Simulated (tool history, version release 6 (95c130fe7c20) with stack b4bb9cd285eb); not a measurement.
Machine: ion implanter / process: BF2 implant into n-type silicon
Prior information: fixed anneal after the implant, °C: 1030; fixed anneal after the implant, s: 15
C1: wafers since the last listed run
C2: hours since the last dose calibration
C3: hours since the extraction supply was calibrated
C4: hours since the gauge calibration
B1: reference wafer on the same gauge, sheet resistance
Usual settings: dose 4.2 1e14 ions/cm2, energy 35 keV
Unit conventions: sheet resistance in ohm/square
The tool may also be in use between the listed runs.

{"run": 1, "day": 0.0, "dose": 4.2, "energy": 26, "C1": 0, "C2": 1115.9, "C3": 6217.2, "C4": 399, "B1": 229.15, "sheet resistance": 271.99}
{"run": 2, "day": 0.612, "dose": 5.2, "energy": 35, "C1": 248, "C2": 1130.6, "C3": 6231.9, "C4": 413.7, "B1": 229.08, "sheet resistance": 218.14}
{"run": 3, "day": 0.904, "dose": 4.68, "energy": 35, "C1": 118, "C2": 1137.6, "C3": 6238.9, "C4": 420.7, "B1": 229.19, "sheet resistance": 241.16}
{"run": 4, "day": 1.479, "dose": 4.68, "energy": 35, "C1": 232, "C2": 1151.4, "C3": 6252.7, "C4": 434.5, "B1": 229.15, "sheet resistance": 241.34}
{"run": 5, "day": 1.771, "dose": 4.68, "energy": 35, "C1": 118, "C2": 1158.4, "C3": 6259.7, "C4": 441.5, "B1": 228.97, "sheet resistance": 241.03}
{"day": 2.292, "done": "gauge calibrated"}
{"run": 6, "day": 2.508, "dose": 4.2, "energy": 35, "C1": 298, "C2": 1176.1, "C3": 6277.4, "C4": 5.2, "B1": 229.12, "sheet resistance": 262.43}
{"day": 3.204, "done": "extraction supply calibrated"}
{"run": 7, "day": 3.225, "dose": 4.2, "energy": 35, "C1": 155, "C2": 1193.3, "C3": 0.5, "C4": 22.4, "B1": 229.1, "sheet resistance": 264.23}
{"run": 8, "day": 3.708, "dose": 4.2, "energy": 35, "C1": 195, "C2": 1204.9, "C3": 12.1, "C4": 34, "B1": 229.07, "sheet resistance": 262.91}
{"run": 9, "day": 3.996, "dose": 4.2, "energy": 35, "C1": 116, "C2": 1211.8, "C3": 19, "C4": 40.9, "B1": 228.86, "sheet resistance": 264.04}
{"run": 10, "day": 4.379, "dose": 4.2, "energy": 35, "C1": 155, "C2": 1221, "C3": 28.2, "C4": 50.1, "B1": 228.99, "sheet resistance": 262.25}
{"run": 11, "day": 5.1, "dose": 4.2, "energy": 35, "C1": 291, "C2": 1238.3, "C3": 45.5, "C4": 67.4, "B1": 229.06, "sheet resistance": 263.9}
{"day": 6.675, "done": "Faraday cup replaced and dose calibrated"}
{"run": 12, "day": 6.696, "dose": 4.2, "energy": 35, "C1": 511, "C2": 0.5, "C3": 83.8, "C4": 105.7, "B1": 229.13, "sheet resistance": 265.18}
{"run": 13, "day": 6.867, "dose": 4.2, "energy": 35, "C1": 69, "C2": 4.6, "C3": 87.9, "C4": 109.8, "B1": 228.82, "sheet resistance": 262.85}
{"run": 14, "day": 7.258, "dose": 4.2, "energy": 35, "C1": 158, "C2": 14, "C3": 97.3, "C4": 119.2, "B1": 228.89, "sheet resistance": 263.02}
{"run": 15, "day": 7.683, "dose": 3.8, "energy": 44.5, "C1": 172, "C2": 24.2, "C3": 107.5, "C4": 129.4, "B1": 229.01, "sheet resistance": 282.12}
{"run": 16, "day": 8.283, "dose": 4.2, "energy": 28.5, "C1": 242, "C2": 38.6, "C3": 121.9, "C4": 143.8, "B1": 229.23, "sheet resistance": 269.54}
{"run": 17, "day": 8.846, "dose": 4.2, "energy": 35, "C1": 227, "C2": 52.1, "C3": 135.4, "C4": 157.3, "B1": 229.04, "sheet resistance": 264.32}
{"run": 18, "day": 9.596, "dose": 5.33, "energy": 35, "C1": 303, "C2": 70.1, "C3": 153.4, "C4": 175.3, "B1": 228.95, "sheet resistance": 213.73}
{"run": 19, "day": 10.296, "dose": 4.63, "energy": 43, "C1": 283, "C2": 86.9, "C3": 170.2, "C4": 192.1, "B1": 229.08, "sheet resistance": 237.21}

Run 20 comes next. What will it give?
{"run": 20, "day": 10.662, "dose": 4.2, "energy": 35, "C1": 148, "C2": 95.7, "C3": 179, "C4": 200.9, "B1": "?", "sheet resistance": "?"}

{"run 20": {"B1": 229.18, "sheet resistance": 262.95}}
Take away the tool's hidden state, keep the run-to-run variation as it was, and the same run would have given sheet resistance 262.95 ohm/square.
